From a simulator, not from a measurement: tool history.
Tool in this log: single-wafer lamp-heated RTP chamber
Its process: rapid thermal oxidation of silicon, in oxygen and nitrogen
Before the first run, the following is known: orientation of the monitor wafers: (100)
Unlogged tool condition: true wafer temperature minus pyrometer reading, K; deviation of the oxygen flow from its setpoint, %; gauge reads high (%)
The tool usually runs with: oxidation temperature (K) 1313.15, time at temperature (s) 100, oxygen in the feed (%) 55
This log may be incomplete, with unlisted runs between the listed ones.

run	hour	oxidation temperature (K)	time at temperature (s)	oxygen in the feed (%)	wafers since the last listed run	wafers since the last pyrometer calibration	hours since the oxygen flow controller was replaced	hours since the gauge calibration	read-back reference wafer on the same gauge, thickness	oxide thickness on the monitor wafer (angstrom)
1	0.0	1313.15	134	40	0	1191	2314.7	498.9	8.153	78.88
2	29.2	1313.15	78	55	247	1439	2343.9	528.1	8.157	69.43
3	95.3	1290.15	60	55	560	2000	2410.0	594.2	8.164	52.87
4	144.3	1290.15	60	55	415	2415	2459.0	643.2	8.171	52.70
5	212.8	1313.15	100	55	581	2997	2527.5	711.7	8.171	77.83
6	260.8	1313.15	100	55	407	3404	2575.5	759.7	8.177	77.95
7	295.6	1313.15	100	55	295	3699	2610.3	794.5	8.188	77.82
8	339.4	1313.15	100	37	371	4071	2654.1	838.3	8.189	67.57
9	385.8	1313.15	100	37	393	4464	2700.5	884.7	8.196	67.92
10	450.4	1292.15	100	35	548	5012	2765.1	949.3	8.208	57.67
11	498.5	1292.15	100	35	408	5420	2813.2	997.4	8.213	57.82
12	551.2	1330.15	100	55	447	5867	2865.9	1050.1	8.220	87.79
# hour 564.4: pyrometer window cleaned and pyrometer calibrated
13	652.6	1330.15	100	55	792	748	2967.3	1151.5	8.238	88.15
14	718.9	1330.15	100	55	562	1310	3033.6	1217.8	8.256	88.16
15	768.4	1313.15	100	55	419	1730	3083.1	1267.3	8.267	78.90
16	840.6	1313.15	100	55	612	2343	3155.3	1339.5	8.281	78.88
# hour 865.3: gauge calibrated
17	872.9	1313.15	100	55	274	2617	3187.6	7.6	8.152	77.54
18	910.2	1313.15	100	55	316	2933	3224.9	44.9	8.155	77.65
19	940.1	1313.15	100	55	253	3187	3254.8	74.8	8.157	77.69
20	971.5	1313.15	100	70	266	3453	3286.2	106.2	8.154	84.75
21	1027.0	1337.15	100	36	470	3924	3341.7	161.7	8.155	78.86
22	1084.7	1313.15	100	55	489	4413	3399.4	219.4	8.159	77.93
23	1112.8	1283.15	147	40	238	4652	3427.5	247.5	8.154	66.79
24	1178.3	1313.15	128	39	555	5207	3493.0	313.0	8.156	76.71
# hour 1245.4: pyrometer window cleaned and pyrometer calibrated
25	1245.9	1313.15	100	55	505	4	3560.6	380.6	8.166	77.93
26	1285.9	1313.15	100	47	339	343	3600.6	420.6	8.169	73.71
27	1344.1	1313.15	80	55	493	837	3658.8	478.8	8.173	70.45
# hour 1374.0: oxygen flow controller replaced
28	1399.0	1335.15	57	46	397	1234	25.0	533.7	8.172	65.94
29	1461.4	1313.15	144	40	529	1764	87.4	596.1	8.179	81.66
30	1508.2	1313.15	143	68	397	2161	134.2	642.9	8.189	98.79
31	1562.2	1301.15	100	35	458	2619	188.2	696.9	8.194	61.26
32	1594.9	1334.15	133	41	277	2896	220.9	729.6	8.196	92.47
33	1626.3	1325.15	79	47	266	3163	252.3	761.0	8.203	71.87
34	1825.8	1313.15	131	55	1692	4855	451.8	960.5	8.224	88.80
# hour 1839.6: pyrometer window cleaned and pyrometer calibrated
35	1875.1	1313.15	53	55	350	301	501.1	1009.8	8.234	59.11
36	1905.9	1286.15	134	41	261	562	531.9	1040.6	8.244	66.67
37	1936.9	1313.15	100	55	262	825	562.9	1071.6	8.252	78.31
38	1961.1	1313.15	100	76	205	1031	587.1	1095.8	8.250	88.06
39	2141.2	1313.15	100	55	1527	2558	767.2	1275.9	8.286	79.02

Some steps in oxide thickness on the monitor wafer (angstrom), run to run, broken into two amounts with sign: the step expected even without the hidden condition (settings, incoming material, random variation), and the rest, left for the hidden condition together with whatever gauge scatter is not in both the measured and the hidden-condition-free result:
Run 11 -> 12: oxidation temperature (K) 1292.15 -> 1330.15, oxygen in the feed (%) 35 -> 55. oxide thickness on the monitor wafer (angstrom) +29.97: hidden state +0.33, all else +29.64.
Run 16 -> 17: gauge calibrated. oxide thickness on the monitor wafer (angstrom) -1.34: hidden state -1.19, all else -0.15.
Run 30 -> 31: oxidation temperature (K) 1313.15 -> 1301.15, time at temperature (s) 143 -> 100, oxygen in the feed (%) 68 -> 35. oxide thickness on the monitor wafer (angstrom) -37.53: hidden state -0.13, all else -37.40.
Run 31 -> 32: oxidation temperature (K) 1301.15 -> 1334.15, time at temperature (s) 100 -> 133, oxygen in the feed (%) 35 -> 41. oxide thickness on the monitor wafer (angstrom) +31.21: hidden state +0.21, all else +31.00.
Run 33 -> 34: oxidation temperature (K) 1325.15 -> 1313.15, time at temperature (s) 79 -> 131, oxygen in the feed (%) 47 -> 55. oxide thickness on the monitor wafer (angstrom) +16.93: hidden state +0.40, all else +16.53.
